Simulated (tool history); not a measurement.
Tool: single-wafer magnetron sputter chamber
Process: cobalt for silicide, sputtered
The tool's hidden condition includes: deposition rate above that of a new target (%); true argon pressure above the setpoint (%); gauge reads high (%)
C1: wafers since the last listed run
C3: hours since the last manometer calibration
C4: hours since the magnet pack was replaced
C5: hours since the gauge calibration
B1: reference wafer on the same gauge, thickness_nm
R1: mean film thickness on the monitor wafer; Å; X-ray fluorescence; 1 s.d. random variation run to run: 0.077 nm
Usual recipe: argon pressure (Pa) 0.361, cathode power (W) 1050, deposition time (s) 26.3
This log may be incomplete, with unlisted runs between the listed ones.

run 1 hour=0.0 | argon_pressure_(Pa)=0.417 cathode_power_(W)=1050 deposition_time_(s)=22.3 | C1=0 wafers_on_the_sputter_target=9444 C3=323.4 C4=4803.4 C5=1346.9 | B1=12.804 | R1=116.10
run 2 hour=44.6 | argon_pressure_(Pa)=0.361 cathode_power_(W)=1050 deposition_time_(s)=26.3 | C1=1570 wafers_on_the_sputter_target=11014 C3=368.0 C4=4848.0 C5=1391.5 | B1=12.793 | R1=142.36
-- hour=56.6 sputter target and shields replaced
run 3 hour=83.3 | argon_pressure_(Pa)=0.361 cathode_power_(W)=1050 deposition_time_(s)=26.3 | C1=1080 wafers_on_the_sputter_target=939 C3=406.7 C4=4886.7 C5=1430.2 | B1=12.788 | R1=140.38
run 4 hour=190.3 | argon_pressure_(Pa)=0.361 cathode_power_(W)=1050 deposition_time_(s)=26.3 | C1=3767 wafers_on_the_sputter_target=4706 C3=513.7 C4=4993.7 C5=1537.2 | B1=12.803 | R1=142.22
run 5 hour=263.2 | argon_pressure_(Pa)=0.361 cathode_power_(W)=1050 deposition_time_(s)=26.3 | C1=2566 wafers_on_the_sputter_target=7273 C3=586.6 C4=5066.6 C5=1610.1 | B1=12.799 | R1=140.63
run 6 hour=329.3 | argon_pressure_(Pa)=0.361 cathode_power_(W)=1050 deposition_time_(s)=26.3 | C1=2327 wafers_on_the_sputter_target=9600 C3=652.7 C4=5132.7 C5=1676.2 | B1=12.806 | R1=141.11
-- hour=375.2 sputter target and shields replaced
run 7 hour=402.5 | argon_pressure_(Pa)=0.361 cathode_power_(W)=1050 deposition_time_(s)=26.3 | C1=2295 wafers_on_the_sputter_target=961 C3=725.9 C4=5205.9 C5=1749.4 | B1=12.800 | R1=142.16
-- hour=466.1 gauge calibrated
run 8 hour=492.6 | argon_pressure_(Pa)=0.284 cathode_power_(W)=1050 deposition_time_(s)=25.0 | C1=3172 wafers_on_the_sputter_target=4133 C3=816.0 C4=5296.0 C5=26.5 | B1=12.800 | R1=138.69
-- hour=511.1 magnet pack replaced
run 9 hour=596.5 | argon_pressure_(Pa)=0.361 cathode_power_(W)=950 deposition_time_(s)=26.3 | C1=3376 wafers_on_the_sputter_target=7510 C3=919.9 C4=85.4 C5=130.4 | B1=12.782 | R1=135.07
run 10 hour=661.0 | argon_pressure_(Pa)=0.361 cathode_power_(W)=1050 deposition_time_(s)=22.1 | C1=2271 wafers_on_the_sputter_target=9781 C3=984.4 C4=149.9 C5=194.9 | B1=12.811 | R1=119.25
-- hour=681.9 sputter target and shields replaced
run 11 hour=749.5 | argon_pressure_(Pa)=0.485 cathode_power_(W)=1300 deposition_time_(s)=28.2 | C1=2834 wafers_on_the_sputter_target=2381 C3=1072.9 C4=238.4 C5=283.4 | B1=12.803 | R1=164.74
run 12 hour=829.9 | argon_pressure_(Pa)=0.361 cathode_power_(W)=1050 deposition_time_(s)=26.3 | C1=2830 wafers_on_the_sputter_target=5212 C3=1153.3 C4=318.8 C5=363.8 | B1=12.778 | R1=142.62
-- hour=972.5 capacitance manometer re-zeroed and calibrated
run 13 hour=973.0 | argon_pressure_(Pa)=0.361 cathode_power_(W)=1250 deposition_time_(s)=30.9 | C1=4756 wafers_on_the_sputter_target=9969 C3=0.5 C4=461.9 C5=506.9 | B1=12.820 | R1=179.75
-- hour=996.2 sputter target and shields replaced
run 14 hour=1033.1 | argon_pressure_(Pa)=0.217 cathode_power_(W)=950 deposition_time_(s)=26.3 | C1=1834 wafers_on_the_sputter_target=1300 C3=60.6 C4=522.0 C5=567.0 | B1=12.774 | R1=140.85
run 15 hour=1112.6 | argon_pressure_(Pa)=0.436 cathode_power_(W)=950 deposition_time_(s)=26.3 | C1=2799 wafers_on_the_sputter_target=4100 C3=140.1 C4=601.5 C5=646.5 | B1=12.794 | R1=130.02
run 16 hour=1159.8 | argon_pressure_(Pa)=0.403 cathode_power_(W)=900 deposition_time_(s)=23.0 | C1=1661 wafers_on_the_sputter_target=5762 C3=187.3 C4=648.7 C5=693.7 | B1=12.791 | R1=112.28
run 17 hour=1242.6 | argon_pressure_(Pa)=0.485 cathode_power_(W)=850 deposition_time_(s)=26.3 | C1=2915 wafers_on_the_sputter_target=8677 C3=270.1 C4=731.5 C5=776.5 | B1=12.770 | R1=121.21
-- hour=1285.0 sputter target and shields replaced
run 18 hour=1339.2 | argon_pressure_(Pa)=0.361 cathode_power_(W)=1050 deposition_time_(s)=26.3 | C1=3119 wafers_on_the_sputter_target=1909 C3=366.7 C4=828.1 C5=873.1 | B1=12.799 | R1=140.59
run 19 hour=1402.1 | argon_pressure_(Pa)=0.361 cathode_power_(W)=1050 deposition_time_(s)=30.3 | C1=2214 wafers_on_the_sputter_target=4124 C3=429.6 C4=891.0 C5=936.0 | B1=12.799 | R1=163.41
run 20 hour=1505.8 | argon_pressure_(Pa)=0.361 cathode_power_(W)=1050 deposition_time_(s)=28.4 | C1=3651 wafers_on_the_sputter_target=7775 C3=533.3 C4=994.7 C5=1039.7 | B1=12.804 | R1=150.84

Measured less the same run without the tool's hidden state. The same run-to-run variation is in both; the gauge's scatter may not be:
run=1 R1=+0.35
run=2 R1=+0.46
run=3 R1=+0.55
run=4 R1=+0.80
run=5 R1=+0.97
run=6 R1=+1.12
run=7 R1=+1.30
run=8 R1=+1.08
run=9 R1=+1.65
run=10 R1=+1.59
run=11 R1=+3.42
run=12 R1=+2.29
run=13 R1=-1.13
run=14 R1=-0.37
run=15 R1=-0.65
run=16 R1=-0.41
run=17 R1=-0.32
run=18 R1=-0.04
run=19 R1=+0.12
run=20 R1=+0.36
